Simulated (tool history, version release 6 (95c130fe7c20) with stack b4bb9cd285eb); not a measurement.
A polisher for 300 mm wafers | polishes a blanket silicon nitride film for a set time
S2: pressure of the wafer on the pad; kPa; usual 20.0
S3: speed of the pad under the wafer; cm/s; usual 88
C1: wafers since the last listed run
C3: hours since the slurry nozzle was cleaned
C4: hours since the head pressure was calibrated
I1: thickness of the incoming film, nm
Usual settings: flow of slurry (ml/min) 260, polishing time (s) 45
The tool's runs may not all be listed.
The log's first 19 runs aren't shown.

At hour 570.2: head pressure recalibrated.
At hour 583.3: worn pad replaced by a new one.
Run 20, hour 588.7: usual settings but flow of slurry (ml/min) 195; C1 209; wafers polished on this pad 40; C3 267.1; C4 18.5; I1 903.0. Result: film removed (nm) 51.5.
Run 21, hour 621.2: usual settings; C1 240; wafers polished on this pad 280; C3 299.6; C4 51.0; I1 906.3. Result: film removed (nm) 53.9.
Run 22, hour 651.6: usual settings; C1 225; wafers polished on this pad 506; C3 330.0; C4 81.4; I1 893.7. Result: film removed (nm) 53.3.
Run 23, hour 666.1: usual settings but flow of slurry (ml/min) 295, polishing time (s) 56; C1 107; wafers polished on this pad 613; C3 344.5; C4 95.9; I1 914.7. Result: film removed (nm) 67.3.
Run 24, hour 686.8: usual settings but flow of slurry (ml/min) 300, S3 62 cm/s, polishing time (s) 49; C1 153; wafers polished on this pad 767; C3 365.2; C4 116.6; I1 887.3. Result: film removed (nm) 44.7.
Run 25, hour 741.5: usual settings; C1 405; wafers polished on this pad 1172; C3 419.9; C4 171.3; I1 900.6. Result: film removed (nm) 53.3.
Run 26, hour 782.8: usual settings but S2 23.4 kPa; C1 306; wafers polished on this pad 1478; C3 461.2; C4 212.6; I1 898.8. Result: film removed (nm) 62.9.
Run 27, hour 800.8: usual settings but flow of slurry (ml/min) 340, S3 68 cm/s, polishing time (s) 57; C1 133; wafers polished on this pad 1612; C3 479.2; C4 230.6; I1 898.6. Result: film removed (nm) 57.1.
At hour 811.6: worn pad replaced by a new one.
Run 28, hour 816.7: usual settings but flow of slurry (ml/min) 205; C1 88; wafers polished on this pad 38; C3 495.1; C4 246.5; I1 902.6. Result: film removed (nm) 51.7.
Run 29, hour 847.8: usual settings; C1 230; wafers polished on this pad 268; C3 526.2; C4 277.6; I1 893.7. Result: film removed (nm) 53.4.
Run 30, hour 870.9: usual settings but S2 22.8 kPa, polishing time (s) 33; C1 171; wafers polished on this pad 439; C3 549.3; C4 300.7; I1 890.1. Result: film removed (nm) 44.7.
Run 31, hour 886.2: usual settings but S3 70 cm/s, polishing time (s) 59; C1 113; wafers polished on this pad 553; C3 564.6; C4 316.0; I1 902.7. Result: film removed (nm) 58.3.
Run 32, hour 904.1: usual settings but S2 22.8 kPa, S3 74 cm/s; C1 132; wafers polished on this pad 685; C3 582.5; C4 333.9; I1 901.5. Result: film removed (nm) 53.5.
Run 33, hour 928.2: usual settings but S3 80 cm/s, polishing time (s) 40; C1 178; wafers polished on this pad 864; C3 606.6; C4 358.0; I1 894.4. Result: film removed (nm) 43.9.
Run 34, hour 959.7: usual settings but S2 15.2 kPa, polishing time (s) 58; C1 233; wafers polished on this pad 1098; C3 638.1; C4 389.5; I1 903.8. Result: film removed (nm) 52.5.
Run 35, hour 984.7: usual settings but flow of slurry (ml/min) 180, S3 114 cm/s, polishing time (s) 51; C1 185; wafers polished on this pad 1283; C3 663.1; C4 414.5; I1 889.0. Result: film removed (nm) 70.7.
Run 36, hour 1002.0: usual settings but flow of slurry (ml/min) 325, S3 78 cm/s, polishing time (s) 37; C1 128; wafers polished on this pad 1411; C3 680.4; C4 431.8; I1 906.3. Result: film removed (nm) 41.2.
Run 37, hour 1017.2: usual settings but S3 62 cm/s, polishing time (s) 55; C1 112; wafers polished on this pad 1524; C3 695.6; C4 447.0; I1 891.1. Result: film removed (nm) 49.3.
Run 38, hour 1029.7: usual settings but flow of slurry (ml/min) 305, S2 14.5 kPa, S3 62 cm/s, polishing time (s) 55; C1 92; wafers polished on this pad 1616; C3 708.1; C4 459.5; I1 890.7. Result: film removed (nm) 36.5.

3 ways to go on from here, each from the tool as it stands after run 38. What would each give?
Run A, hour 1030.1: usual settings but polishing time (s) 30; C1 2; wafers polished on this pad 1619; C3 708.5; C4 459.9; I1 899.2. Result: film removed (nm) ?.
Run B, hour 1030.1: usual settings but flow of slurry (ml/min) 195, S2 24.1 kPa, S3 78 cm/s, polishing time (s) 30; C1 2; wafers polished on this pad 1619; C3 708.5; C4 459.9; I1 899.2. Result: film removed (nm) ?.
Run C, hour 1030.1: usual settings but S2 13.8 kPa, S3 118 cm/s; C1 2; wafers polished on this pad 1619; C3 708.5; C4 459.9; I1 899.2. Result: film removed (nm) ?.

run  film removed (nm)
  A               35.8
  B               37.4
  C               46.8
Without the tool's hidden state the same runs would have given:
run  film removed (nm)
  A               37.3
  B               39.7
  C               48.8

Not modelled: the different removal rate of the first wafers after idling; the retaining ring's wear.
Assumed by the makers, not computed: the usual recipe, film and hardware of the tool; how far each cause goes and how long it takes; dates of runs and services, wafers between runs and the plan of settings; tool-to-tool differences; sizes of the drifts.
